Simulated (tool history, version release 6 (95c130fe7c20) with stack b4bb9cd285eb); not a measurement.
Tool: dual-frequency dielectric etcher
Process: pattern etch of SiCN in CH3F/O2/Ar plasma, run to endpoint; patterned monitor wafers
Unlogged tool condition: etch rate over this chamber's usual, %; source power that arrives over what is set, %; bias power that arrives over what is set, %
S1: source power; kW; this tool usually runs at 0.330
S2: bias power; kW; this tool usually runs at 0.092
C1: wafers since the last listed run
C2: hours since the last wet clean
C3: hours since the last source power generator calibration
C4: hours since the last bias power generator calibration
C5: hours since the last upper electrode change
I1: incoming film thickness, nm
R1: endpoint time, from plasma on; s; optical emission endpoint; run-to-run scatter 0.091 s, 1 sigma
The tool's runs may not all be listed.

run,day,S1,S2,C1,C2,C3,C4,C5,I1,R1
1,0.000,0.300,0.080,0,218.4,1339.8,4071.9,2855.7,12.40,34.0
2,0.467,0.330,0.092,219,229.6,1351.0,4083.1,2866.9,12.42,30.7
3,0.742,0.330,0.092,129,236.2,1357.6,4089.7,2873.5,12.43,30.7
4,1.454,0.330,0.092,335,253.3,1374.7,4106.8,2890.6,12.26,30.2
5,2.071,0.330,0.101,290,268.1,1389.5,4121.6,2905.4,12.45,29.4
6,2.542,0.330,0.101,221,279.4,1400.8,4132.9,2916.7,12.32,29.3
7,4.421,0.360,0.083,885,324.5,1445.9,4178.0,2961.8,12.40,31.3
# day 5.225: source power generator calibrated
8,5.246,0.360,0.083,310,344.3,0.5,4197.8,2981.6,12.46,31.5
# day 6.504: upper electrode replaced
9,6.525,0.330,0.100,131,375.0,31.2,4228.5,0.5,12.45,29.8
10,6.542,0.330,0.100,7,375.4,31.6,4228.9,0.9,12.29,29.5
11,6.554,0.370,0.092,5,375.7,31.9,4229.2,1.2,12.40,29.6
12,6.912,0.330,0.092,168,384.3,40.5,4237.8,9.8,12.39,30.9
13,7.575,0.270,0.092,312,400.2,56.4,4253.7,25.7,12.34,33.2
14,8.179,0.330,0.092,284,414.7,70.9,4268.2,40.2,12.25,30.7
15,8.667,0.310,0.069,229,426.4,82.6,4279.9,51.9,12.44,36.6
# day 9.862: wet clean of the chamber
16,9.883,0.330,0.092,102,0.5,111.8,4309.1,81.1,12.46,30.5
17,9.896,0.380,0.072,5,0.8,112.1,4309.4,81.4,12.43,32.3
18,10.438,0.300,0.109,255,13.8,125.1,4322.4,94.4,12.25,28.7
19,11.112,0.370,0.102,317,30.0,141.3,4338.6,110.6,12.42,27.8
20,11.812,0.280,0.106,329,46.8,158.1,4355.4,127.4,12.44,30.4
# day 12.212: bias power generator calibrated
21,12.233,0.330,0.079,119,56.9,168.2,0.5,137.5,12.28,32.5
22,12.438,0.330,0.092,96,61.8,173.1,5.4,142.4,12.32,30.4
23,12.958,0.330,0.092,245,74.3,185.6,17.9,154.9,12.48,30.6
24,13.654,0.330,0.112,327,91.0,202.3,34.6,171.6,12.42,27.6
25,14.038,0.330,0.081,180,100.2,211.5,43.8,180.8,12.29,32.1
26,14.688,0.250,0.082,306,115.8,227.1,59.4,196.4,12.45,36.1
27,15.071,0.330,0.092,180,125.0,236.3,68.6,205.6,12.46,30.7
28,15.646,0.310,0.073,270,138.8,250.1,82.4,219.4,12.43,35.2
29,16.321,0.400,0.102,317,155.0,266.3,98.6,235.6,12.51,27.5
30,16.962,0.300,0.112,302,170.4,281.7,114.0,251.0,12.22,28.7
31,17.450,0.330,0.092,229,182.1,293.4,125.7,262.7,12.47,30.7
32,18.092,0.400,0.110,302,197.5,308.8,141.1,278.1,12.50,26.5
33,18.504,0.330,0.092,194,207.4,318.7,151.0,288.0,12.27,30.3
34,19.250,0.330,0.092,351,225.3,336.6,168.9,305.9,12.25,30.4

What if the next run were any one of these 5? Each begins from the tool's condition after run 34:
A,19.267,0.330,0.092,7,225.7,337.0,169.3,306.3,12.26,?
B,19.267,0.390,0.099,7,225.7,337.0,169.3,306.3,12.26,?
C,19.267,0.380,0.084,7,225.7,337.0,169.3,306.3,12.26,?
D,19.267,0.380,0.092,7,225.7,337.0,169.3,306.3,12.26,?
E,19.267,0.330,0.098,7,225.7,337.0,169.3,306.3,12.26,?

run,R1
A,30.2
B,27.4
C,29.9
D,28.6
E,29.3
Take away the tool's hidden state, keep each run's random variation, and the runs would have read:
run,R1
A,29.8
B,27.0
C,29.5
D,28.2
E,28.9
